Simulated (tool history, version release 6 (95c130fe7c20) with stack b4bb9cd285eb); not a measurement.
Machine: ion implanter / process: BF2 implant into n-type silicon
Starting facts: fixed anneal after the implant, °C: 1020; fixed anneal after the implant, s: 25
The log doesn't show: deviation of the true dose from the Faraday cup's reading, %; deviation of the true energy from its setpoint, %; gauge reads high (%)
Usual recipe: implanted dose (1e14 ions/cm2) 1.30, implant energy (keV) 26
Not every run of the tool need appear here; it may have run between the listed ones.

run,hour,implanted dose (1e14 ions/cm2),implant energy (keV),wafers since the last listed run,hours since the last dose calibration,hours since the extraction supply was calibrated,hours since the gauge calibration,"read-back reference wafer on the same gauge, sheet resistance",sheet resistance of the implanted and annealed layer (ohm/square)
1,0.0,1.30,26,0,123.9,3489.4,986.3,970.21,851.50
2,49.0,1.30,26,983,172.9,3538.4,1035.3,969.56,854.63
3,87.3,1.30,26,768,211.2,3576.7,1073.6,970.43,852.29
# hour 143.1: gauge calibrated
4,179.5,1.30,26,1849,303.4,3668.9,36.4,969.63,852.64
5,227.2,1.30,26,957,351.1,3716.6,84.1,970.40,851.58
6,310.9,1.30,26,1679,434.8,3800.3,167.8,970.22,855.70
# hour 367.4: Faraday cup replaced and dose calibrated
7,382.9,1.30,26,1284,15.5,3872.3,239.8,970.34,815.81
8,459.5,1.30,26,1536,92.1,3948.9,316.4,969.52,822.99
9,561.1,1.61,26,2038,193.7,4050.5,418.0,970.12,697.19
10,663.9,1.20,33,2062,296.5,4153.3,520.8,970.83,860.63
11,768.6,1.30,26,2100,401.2,4258.0,625.5,970.54,834.11
# hour 813.7: Faraday cup replaced and dose calibrated, repeated, since the last time left the tool worse
12,814.2,1.30,26,754,0.5,4303.6,671.1,970.79,843.11
13,1041.0,1.08,26,4550,227.3,4530.4,897.9,969.42,993.89
14,1131.3,1.30,26,1811,317.6,4620.7,988.2,970.14,857.68

What will run 15 give?
15,1204.9,1.49,30,1476,391.2,4694.3,1061.8,?,?

Run 15 yielded read-back reference wafer on the same gauge, sheet resistance 969.94, sheet resistance of the implanted and annealed layer (ohm/square) 752.97.
With the hidden condition absent and the run-to-run variation left alone, this run would have shown sheet resistance of the implanted and annealed layer (ohm/square) 738.52.
